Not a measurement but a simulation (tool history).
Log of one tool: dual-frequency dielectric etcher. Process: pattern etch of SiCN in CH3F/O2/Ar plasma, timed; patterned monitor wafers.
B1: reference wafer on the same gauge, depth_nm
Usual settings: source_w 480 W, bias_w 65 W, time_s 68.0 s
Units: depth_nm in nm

{"run": 1, "hour": 0.0, "source_w": 480, "bias_w": 65, "time_s": 68.0, "B1": 22.62, "depth_nm": 28.05}
{"run": 2, "hour": 11.2, "source_w": 480, "bias_w": 65, "time_s": 68.0, "B1": 22.59, "depth_nm": 28.03}
{"run": 3, "hour": 29.0, "source_w": 480, "bias_w": 65, "time_s": 68.0, "B1": 22.61, "depth_nm": 28.47}
{"run": 4, "hour": 40.0, "source_w": 480, "bias_w": 65, "time_s": 68.0, "B1": 22.62, "depth_nm": 28.25}
{"run": 5, "hour": 49.0, "source_w": 480, "bias_w": 65, "time_s": 68.0, "B1": 22.6, "depth_nm": 28.25}
{"run": 6, "hour": 74.2, "source_w": 480, "bias_w": 65, "time_s": 68.0, "B1": 22.6, "depth_nm": 26.74}
{"run": 7, "hour": 97.9, "source_w": 520, "bias_w": 65, "time_s": 79.0, "B1": 22.57, "depth_nm": 31.95}
{"run": 8, "hour": 114.7, "source_w": 520, "bias_w": 65, "time_s": 79.0, "B1": 22.59, "depth_nm": 31.88}
{"run": 9, "hour": 126.6, "source_w": 430, "bias_w": 65, "time_s": 85.5, "B1": 22.6, "depth_nm": 33.03}
{"run": 10, "hour": 158.5, "source_w": 480, "bias_w": 78, "time_s": 56.5, "B1": 22.59, "depth_nm": 24.55}
{"run": 11, "hour": 158.9, "source_w": 480, "bias_w": 65, "time_s": 68.0, "B1": 22.58, "depth_nm": 27.1}
{"run": 12, "hour": 192.6, "source_w": 480, "bias_w": 65, "time_s": 87.5, "B1": 22.61, "depth_nm": 35.04}
{"run": 13, "hour": 199.9, "source_w": 560, "bias_w": 72, "time_s": 68.0, "B1": 22.6, "depth_nm": 29.79}
{"run": 14, "hour": 207.3, "source_w": 540, "bias_w": 65, "time_s": 49.5, "B1": 22.6, "depth_nm": 20.64}
{"run": 15, "hour": 223.6, "source_w": 480, "bias_w": 65, "time_s": 68.0, "B1": 22.59, "depth_nm": 27.12}
{"run": 16, "hour": 241.1, "source_w": 480, "bias_w": 65, "time_s": 68.0, "B1": 22.6, "depth_nm": 27.34}

Not shown: 5 entries that the log had between the listed runs. Between which runs, and how does the tool's hidden state differ before and after?
Between runs 5 and 6: wet clean of the chamber (hour 73.7)
  etch rate over this chamber's usual, %: 5.65 -> -0.0101
  measured less the result without the state, depth_nm: +1.51 -> -0.01 nm
Between runs 7 and 8: source power generator calibrated (hour 108.6)
  etch rate over this chamber's usual, %: 0.323 -> 0.56
  measured less the result without the state, depth_nm: +0.10 -> +0.17 nm
Between runs 9 and 10: gauge calibrated (hour 136.6); upper electrode replaced (hour 158.0)
  etch rate over this chamber's usual, %: 0.727 -> 1.18
  measured less the result without the state, depth_nm: +0.24 -> +0.29 nm
Between runs 11 and 12: bias power generator calibrated (hour 164.7)
  etch rate over this chamber's usual, %: 1.18 -> 1.66
  measured less the result without the state, depth_nm: +0.31 -> +0.57 nm
